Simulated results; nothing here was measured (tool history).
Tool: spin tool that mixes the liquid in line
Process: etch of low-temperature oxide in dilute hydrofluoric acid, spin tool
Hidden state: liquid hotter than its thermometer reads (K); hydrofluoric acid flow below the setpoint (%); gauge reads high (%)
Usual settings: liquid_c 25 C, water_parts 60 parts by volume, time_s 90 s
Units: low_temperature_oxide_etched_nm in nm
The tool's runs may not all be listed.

run	hour	liquid_c	water_parts	time_s	wafers since the last listed run	hours since the thermometer was replaced	hours since the hydrofluoric acid flow meter was replaced	hours since the gauge calibration	read-back film thickness of the low-temperature oxide reference wafer, read on the same gauge (nm)	low_temperature_oxide_etched_nm
1	0	25	60	90	0	582.1	2426.9	453.9	90	27.09
2	17.1	25	60	90	130	599.2	2444	471	89.96	27.02
# hour 35.2: gauge calibrated
3	50	25	60	90	251	632.1	2476.9	14.8	90.02	27.14
4	79.3	25	60	90	224	661.4	2506.2	44.1	90.01	27.09
5	111.4	25	60	90	245	693.5	2538.3	76.2	90.02	27.1
6	128.6	25	60	90	131	710.7	2555.5	93.4	90.01	27.14
7	150.3	22	60	90	166	732.4	2577.2	115.1	90.01	23.98
8	177.8	25	60	90	210	759.9	2604.7	142.6	90	27.11
9	196.9	25	60	90	146	779	2623.8	161.7	90.02	27.29
10	230.7	25	60	90	258	812.8	2657.6	195.5	90	27.23
11	266.3	29	60	90	272	848.4	2693.2	231.1	90.01	31.9
12	284.6	25	60	90	140	866.7	2711.5	249.4	89.99	27.15
# hour 299.8: hydrofluoric acid flow meter replaced
13	301.9	25	60	90	124	884	2.1	266.7	90.01	27.08
14	316.6	25	60	90	112	898.7	16.8	281.4	90.03	27.06
15	421	25	60	90	799	1003.1	121.2	385.8	89.97	27.06
16	444.2	29	30	115	177	1026.3	144.4	409	90	84.85
# hour 473.3: thermometer replaced
17	478.4	25	60	90	254	5.1	178.6	443.2	90.01	27.14
18	500.8	25	60	90	171	27.5	201	465.6	89.99	27.1
19	521.3	25	35	40	156	48	221.5	486.1	90.01	21.38
20	552.7	20	40	130	240	79.4	252.9	517.5	89.98	49.04
# hour 573.3: gauge calibrated
21	660.3	25	80	90	823	187	360.5	87	89.98	19.78
22	676.5	23	60	90	124	203.2	376.7	103.2	89.99	25.14
23	701.8	25	70	90	193	228.5	402	128.5	89.96	23
24	729.5	25	60	90	212	256.2	429.7	156.2	90	27.16
25	779.6	25	60	90	383	306.3	479.8	206.3	90.02	27.22
26	798.9	21	60	90	147	325.6	499.1	225.6	90.01	22.99
27	857.8	25	60	90	451	384.5	558	284.5	90	27.09
28	880	25	40	90	170	406.7	580.2	306.7	90	41.81

What the log doesn't show, run by run:
liquid hotter than its thermometer reads (K): 0 in every run
hydrofluoric acid flow below the setpoint (%): 0 in every run
gauge reads high (%): 0 in every run
